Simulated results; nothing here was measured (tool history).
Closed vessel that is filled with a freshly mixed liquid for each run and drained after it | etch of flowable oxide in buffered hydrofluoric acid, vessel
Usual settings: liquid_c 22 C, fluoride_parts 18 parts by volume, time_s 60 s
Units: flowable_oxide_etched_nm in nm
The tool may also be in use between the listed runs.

run	hour	liquid_c	fluoride_parts	time_s	wafers since the last listed run	hours since the thermometer was replaced	hours since the hydrofluoric acid flow meter was replaced	hours since the gauge calibration	read-back film thickness of the flowable oxide reference wafer, read on the same gauge (nm)	flowable_oxide_etched_nm
1	0	22	18	60	0	886.4	556.6	1555.1	49.99	84.58
# hour 17.1: gauge calibrated
2	38.2	22	18	60	2997	924.6	594.8	21.1	49.99	84.56
3	113.3	22	18	60	5892	999.7	669.9	96.2	49.99	84.07
4	188.1	22	18	60	5868	1074.5	744.7	171	50	83.58
5	238.2	22	16.5	60	3930	1124.6	794.8	221.1	49.98	91.35
6	325.8	22	16.5	60	6873	1212.2	882.4	308.7	49.98	91.79
7	415.7	22	16.5	60	7053	1302.1	972.3	398.6	50.01	90.31
8	494.1	22	18	60	6151	1380.5	1050.7	477	49.99	82.82
# hour 537.7: hydrofluoric acid flow meter replaced
9	565.5	22	18	60	5523	1451.9	27.8	548.4	50.01	87.32
10	661.4	22	18	60	7524	1547.8	123.7	644.3	49.99	87.46
11	759.7	22	18	60	7712	1646.1	222	742.6	49.99	87.02
12	849.7	22	18	60	7061	1736.1	312	832.6	49.99	87.23
13	886	22	18	60	2848	1772.4	348.3	868.9	50	87.26
14	933.3	22	18	60	3711	1819.7	395.6	916.2	50	86.58
# hour 992.1: thermometer replaced
15	1019	24	18	60	6645	26.9	481.3	1001.9	49.98	92.54
16	1069.4	22	13.5	60	3954	77.3	531.7	1052.3	50.01	110.87
17	1165.1	22	18	45	7508	173	627.4	1148	50	62.41
18	1266.3	25.5	18	60	7940	274.2	728.6	1249.2	49.99	100.61
19	1313.2	22	15	60	3679	321.1	775.5	1296.1	50	99.43
20	1350.1	19.5	13.5	90	2895	358	812.4	1333	49.97	142.69
21	1396.5	22	18	60	3640	404.4	858.8	1379.4	49.99	82.35
# hour 1422.7: gauge calibrated
22	1459	17.5	14	35	4903	466.9	921.3	36.3	50.01	47.64
23	1527.3	26	18	60	5358	535.2	989.6	104.6	49.99	102.04
24	1593	22	18	60	5154	600.9	1055.3	170.3	50.03	82.39
# hour 1627.9: hydrofluoric acid flow meter replaced
25	1642.9	22	18	60	3836	650.8	15	220.2	49.98	85.8
26	1742.2	22	18	60	7791	750.1	114.3	319.5	50.03	86.1
27	1829.3	23.5	18	90	6833	837.2	201.4	406.6	50	139.45
28	1869	19	20	85	3114	876.9	241.1	446.3	50.01	93.03
29	1941.3	22	23.5	60	5672	949.2	313.4	518.6	50.02	69.3
30	2021.1	25	21	95	6261	1029	393.2	598.4	50.01	140.4
31	2059.7	22	22	60	3028	1067.6	431.8	637	50.01	72.5
32	2096.7	22	14	60	2903	1104.6	468.8	674	50	108.97
33	2139.6	26	18	70	3365	1147.5	511.7	716.9	50	123.63

4 ways to go on from here, each from the tool as it stands after run 33. What would each give?
A	2140.3	22	18	60	54	1148.2	512.4	717.6	?	?
B	2140.3	25	12.5	30	54	1148.2	512.4	717.6	?	?
C	2140.3	18	18	35	54	1148.2	512.4	717.6	?	?
D	2140.3	22	20	95	54	1148.2	512.4	717.6	?	?

run	read-back film thickness of the flowable oxide reference wafer, read on the same gauge (nm)	flowable_oxide_etched_nm
A	49.99	85.04
B	49.99	71.69
C	49.99	39.66
D	49.99	122.23
Without the tool's hidden state the same runs would have given:
run	flowable_oxide_etched_nm
A	84.92
B	71.61
C	39.58
D	121.18

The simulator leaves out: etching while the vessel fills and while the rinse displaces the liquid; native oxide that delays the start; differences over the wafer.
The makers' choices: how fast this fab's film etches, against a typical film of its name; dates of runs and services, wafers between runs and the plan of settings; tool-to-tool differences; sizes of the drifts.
